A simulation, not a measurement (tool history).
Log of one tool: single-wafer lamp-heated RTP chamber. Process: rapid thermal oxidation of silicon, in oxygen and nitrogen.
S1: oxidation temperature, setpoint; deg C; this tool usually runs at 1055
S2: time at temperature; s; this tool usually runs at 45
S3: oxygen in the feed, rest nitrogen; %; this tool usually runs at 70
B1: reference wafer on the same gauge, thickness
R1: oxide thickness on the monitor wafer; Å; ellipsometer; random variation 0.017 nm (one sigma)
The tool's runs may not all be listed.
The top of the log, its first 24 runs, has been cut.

run   hour    S1  S2  S3     B1     R1
 25  303.5  1077  57  70  6.261  84.68
 26  313.4  1036  53  92  6.262  68.53
 27  323.0  1078  52  70  6.266  82.04
 28  335.8  1033  56  42  6.265  52.59
 29  347.9  1055  45  70  6.253  66.25
 30  359.2  1047  60  94  6.255  79.19
 31  373.1  1027  45  57  6.268  51.07
 32  382.8  1055  45  70  6.261  66.76
 33  388.8  1055  65  70  6.264  78.46
 34  402.6  1055  45  52  6.259  60.44

Forecast each of these 4 alternatives for the next run:
     402.9  -- gauge calibrated
  A  403.1  1055  45  70   ?   ?
     402.9  -- gauge calibrated
  B  403.1  1055  45  98   ?   ?
     402.9  -- gauge calibrated
  C  403.1  1078  45  40   ?   ?
     402.9  -- gauge calibrated
  D  403.1  1055  54  80   ?   ?

run     B1     R1
  A  6.260  66.76
  B  6.260  75.22
  C  6.260  63.81
  D  6.260  75.84
With no hidden state in the tool, these same runs would have given:
run     R1
  A  65.57
  B  73.87
  C  62.72
  D  74.48
